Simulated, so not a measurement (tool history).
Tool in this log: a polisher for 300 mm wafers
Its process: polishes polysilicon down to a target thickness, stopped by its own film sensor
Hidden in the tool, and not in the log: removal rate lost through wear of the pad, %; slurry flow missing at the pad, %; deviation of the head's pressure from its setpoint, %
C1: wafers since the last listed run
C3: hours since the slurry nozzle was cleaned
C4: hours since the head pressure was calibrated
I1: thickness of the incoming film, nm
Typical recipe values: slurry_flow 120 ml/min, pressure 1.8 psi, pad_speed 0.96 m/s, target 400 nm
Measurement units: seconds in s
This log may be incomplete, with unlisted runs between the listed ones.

run 1 hour=0.0 | slurry_flow=120 pressure=1.8 pad_speed=0.96 target=400 | C1=0 wafers_polished_on_this_pad=133 C3=339.0 C4=15.3 | I1=688.2 | seconds=56.8
-- hour=40.3 slurry nozzle cleaned
run 2 hour=101.1 | slurry_flow=120 pressure=1.8 pad_speed=1.22 target=400 | C1=980 wafers_polished_on_this_pad=1113 C3=60.8 C4=116.4 | I1=697.4 | seconds=41.6
run 3 hour=194.7 | slurry_flow=120 pressure=1.8 pad_speed=0.96 target=400 | C1=916 wafers_polished_on_this_pad=2030 C3=154.4 C4=210.0 | I1=688.2 | seconds=52.9
-- hour=214.6 worn pad replaced by a new one
run 4 hour=294.8 | slurry_flow=120 pressure=1.8 pad_speed=0.84 target=462 | C1=941 wafers_polished_on_this_pad=785 C3=254.5 C4=310.1 | I1=703.7 | seconds=52.6
run 5 hour=363.1 | slurry_flow=120 pressure=1.8 pad_speed=0.96 target=400 | C1=668 wafers_polished_on_this_pad=1454 C3=322.8 C4=378.4 | I1=683.4 | seconds=55.0
-- hour=430.5 slurry nozzle cleaned
-- hour=439.8 worn pad replaced by a new one, of another model than before
run 6 hour=443.9 | slurry_flow=105 pressure=1.8 pad_speed=0.82 target=400 | C1=742 wafers_polished_on_this_pad=39 C3=13.4 C4=459.2 | I1=697.1 | seconds=58.8
-- hour=493.8 head pressure recalibrated
run 7 hour=514.4 | slurry_flow=105 pressure=1.8 pad_speed=0.82 target=400 | C1=670 wafers_polished_on_this_pad=710 C3=83.9 C4=20.6 | I1=687.2 | seconds=56.6
run 8 hour=599.6 | slurry_flow=120 pressure=1.8 pad_speed=0.96 target=400 | C1=834 wafers_polished_on_this_pad=1544 C3=169.1 C4=105.8 | I1=700.4 | seconds=53.8
run 9 hour=673.5 | slurry_flow=95 pressure=2.0 pad_speed=0.96 target=400 | C1=723 wafers_polished_on_this_pad=2268 C3=243.0 C4=179.7 | I1=704.4 | seconds=54.0
-- hour=726.2 worn pad replaced by a new one
-- hour=740.2 slurry nozzle cleaned
run 10 hour=745.8 | slurry_flow=120 pressure=1.8 pad_speed=0.72 target=300 | C1=659 wafers_polished_on_this_pad=181 C3=5.6 C4=252.0 | I1=698.0 | seconds=81.3
run 11 hour=825.0 | slurry_flow=145 pressure=2.0 pad_speed=1.08 target=484 | C1=775 wafers_polished_on_this_pad=957 C3=84.8 C4=331.2 | I1=694.9 | seconds=33.0
run 12 hour=880.8 | slurry_flow=120 pressure=1.8 pad_speed=0.96 target=455 | C1=546 wafers_polished_on_this_pad=1503 C3=140.6 C4=387.0 | I1=692.3 | seconds=42.8
-- hour=948.3 head pressure recalibrated
run 13 hour=956.6 | slurry_flow=120 pressure=1.8 pad_speed=0.96 target=400 | C1=722 wafers_polished_on_this_pad=2226 C3=216.4 C4=8.3 | I1=690.0 | seconds=53.1
-- hour=981.4 worn pad replaced by a new one
run 14 hour=1013.0 | slurry_flow=120 pressure=1.8 pad_speed=0.96 target=400 | C1=513 wafers_polished_on_this_pad=309 C3=272.8 C4=64.7 | I1=691.6 | seconds=52.5
-- hour=1092.8 slurry nozzle cleaned
run 15 hour=1100.7 | slurry_flow=120 pressure=1.8 pad_speed=0.96 target=400 | C1=849 wafers_polished_on_this_pad=1158 C3=7.9 C4=152.4 | I1=698.1 | seconds=53.1
run 16 hour=1185.4 | slurry_flow=120 pressure=1.8 pad_speed=0.96 target=492 | C1=829 wafers_polished_on_this_pad=1987 C3=92.6 C4=237.1 | I1=690.2 | seconds=35.0
-- hour=1254.6 worn pad replaced by a new one
run 17 hour=1285.0 | slurry_flow=105 pressure=1.8 pad_speed=1.18 target=431 | C1=936 wafers_polished_on_this_pad=297 C3=192.2 C4=336.7 | I1=690.7 | seconds=41.1

Predict each of these 4 candidate next runs independently; none follows another, all start after run 17:
run A hour=1285.4 | slurry_flow=120 pressure=1.8 pad_speed=0.96 target=400 | C1=3 wafers_polished_on_this_pad=301 C3=192.6 C4=337.1 | I1=689.8 | seconds=?
run B hour=1285.4 | slurry_flow=120 pressure=1.4 pad_speed=0.96 target=400 | C1=3 wafers_polished_on_this_pad=301 C3=192.6 C4=337.1 | I1=689.8 | seconds=?
run C hour=1285.4 | slurry_flow=135 pressure=1.8 pad_speed=0.86 target=455 | C1=3 wafers_polished_on_this_pad=301 C3=192.6 C4=337.1 | I1=689.8 | seconds=?
run D hour=1285.4 | slurry_flow=105 pressure=1.8 pad_speed=0.96 target=400 | C1=3 wafers_polished_on_this_pad=301 C3=192.6 C4=337.1 | I1=689.8 | seconds=?

run=A seconds=52.2
run=B seconds=57.6
run=C seconds=44.3
run=D seconds=53.1
Without the tool's unlogged condition, the same runs would have read:
run=A seconds=51.5
run=B seconds=56.8
run=C seconds=43.8
run=D seconds=52.4
